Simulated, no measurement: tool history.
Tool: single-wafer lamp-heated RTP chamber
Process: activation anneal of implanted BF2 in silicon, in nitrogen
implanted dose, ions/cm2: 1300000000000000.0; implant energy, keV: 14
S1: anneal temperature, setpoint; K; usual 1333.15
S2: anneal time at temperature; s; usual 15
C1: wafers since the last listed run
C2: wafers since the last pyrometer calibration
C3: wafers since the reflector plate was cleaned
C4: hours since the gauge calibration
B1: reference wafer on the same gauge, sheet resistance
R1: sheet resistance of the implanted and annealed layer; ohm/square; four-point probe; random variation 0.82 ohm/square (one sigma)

{"run": 1, "hour": 0.0, "S1": 1333.15, "S2": 15, "C1": 0, "C2": 5832, "C3": 1285, "C4": 196.1, "B1": 152.23, "R1": 133.27}
{"hour": 55.1, "done": "pyrometer window cleaned and pyrometer calibrated"}
{"run": 2, "hour": 55.6, "S1": 1333.15, "S2": 15, "C1": 620, "C2": 6, "C3": 1906, "C4": 251.7, "B1": 152.01, "R1": 139.02}
{"hour": 139.1, "done": "reflector plate cleaned"}
{"run": 3, "hour": 142.4, "S1": 1333.15, "S2": 9, "C1": 1026, "C2": 1033, "C3": 42, "C4": 338.5, "B1": 151.98, "R1": 151.71}
{"run": 4, "hour": 213.2, "S1": 1333.15, "S2": 9, "C1": 922, "C2": 1955, "C3": 965, "C4": 409.3, "B1": 152.17, "R1": 149.97}
{"run": 5, "hour": 305.6, "S1": 1333.15, "S2": 9, "C1": 1204, "C2": 3160, "C3": 2169, "C4": 501.7, "B1": 151.95, "R1": 149.82}
{"hour": 340.6, "done": "reflector plate cleaned"}
{"run": 6, "hour": 348.8, "S1": 1356.15, "S2": 15, "C1": 458, "C2": 3618, "C3": 106, "C4": 544.9, "B1": 152.03, "R1": 117.79}
{"run": 7, "hour": 451.9, "S1": 1356.15, "S2": 15, "C1": 1343, "C2": 4962, "C3": 1450, "C4": 648, "B1": 151.96, "R1": 118.38}
{"hour": 532.9, "done": "pyrometer window cleaned and pyrometer calibrated"}
{"run": 8, "hour": 557.5, "S1": 1309.15, "S2": 21, "C1": 1271, "C2": 320, "C3": 2722, "C4": 753.6, "B1": 151.53, "R1": 141.51}
{"hour": 569.7, "done": "reflector plate cleaned"}
{"hour": 570.2, "done": "gauge calibrated"}
{"run": 9, "hour": 641.9, "S1": 1345.15, "S2": 10, "C1": 995, "C2": 1315, "C3": 940, "C4": 71.7, "B1": 151.62, "R1": 130.28}
{"run": 10, "hour": 694.5, "S1": 1316.15, "S2": 8, "C1": 685, "C2": 2001, "C3": 1626, "C4": 124.3, "B1": 151.84, "R1": 158.27}
{"hour": 769.3, "done": "pyrometer window cleaned and pyrometer calibrated, repeated, since the last time left the tool worse"}
{"run": 11, "hour": 779.4, "S1": 1333.15, "S2": 15, "C1": 1002, "C2": 131, "C3": 2628, "C4": 209.2, "B1": 152.1, "R1": 138.06}
{"hour": 814.1, "done": "reflector plate cleaned"}
{"run": 12, "hour": 849.8, "S1": 1346.15, "S2": 6, "C1": 813, "C2": 945, "C3": 465, "C4": 279.6, "B1": 151.93, "R1": 153.52}
{"run": 13, "hour": 910.3, "S1": 1349.15, "S2": 15, "C1": 788, "C2": 1733, "C3": 1253, "C4": 340.1, "B1": 151.96, "R1": 125.11}
{"run": 14, "hour": 974.2, "S1": 1349.15, "S2": 22, "C1": 832, "C2": 2566, "C3": 2086, "C4": 404, "B1": 151.97, "R1": 113.3}

5 ways to go on from here, each from the tool as it stands after run 14. What would each give?
{"run": "A", "hour": 974.6, "S1": 1333.15, "S2": 15, "C1": 5, "C2": 2571, "C3": 2091, "C4": 404.4, "B1": "?", "R1": "?"}
{"run": "B", "hour": 974.6, "S1": 1305.15, "S2": 15, "C1": 5, "C2": 2571, "C3": 2091, "C4": 404.4, "B1": "?", "R1": "?"}
{"run": "C", "hour": 974.6, "S1": 1317.15, "S2": 15, "C1": 5, "C2": 2571, "C3": 2091, "C4": 404.4, "B1": "?", "R1": "?"}
{"run": "D", "hour": 974.6, "S1": 1361.15, "S2": 7, "C1": 5, "C2": 2571, "C3": 2091, "C4": 404.4, "B1": "?", "R1": "?"}
{"run": "E", "hour": 974.6, "S1": 1333.15, "S2": 11, "C1": 5, "C2": 2571, "C3": 2091, "C4": 404.4, "B1": "?", "R1": "?"}

run=A B1=151.7 R1=135.94
run=B B1=151.7 R1=164.04
run=C B1=151.7 R1=150.35
run=D B1=151.7 R1=133.67
run=E B1=151.7 R1=143.93
Without the tool's hidden state the same runs would have given:
run=A R1=138.3
run=B R1=167.77
run=C R1=153.43
run=D R1=136.04
run=E R1=146.25

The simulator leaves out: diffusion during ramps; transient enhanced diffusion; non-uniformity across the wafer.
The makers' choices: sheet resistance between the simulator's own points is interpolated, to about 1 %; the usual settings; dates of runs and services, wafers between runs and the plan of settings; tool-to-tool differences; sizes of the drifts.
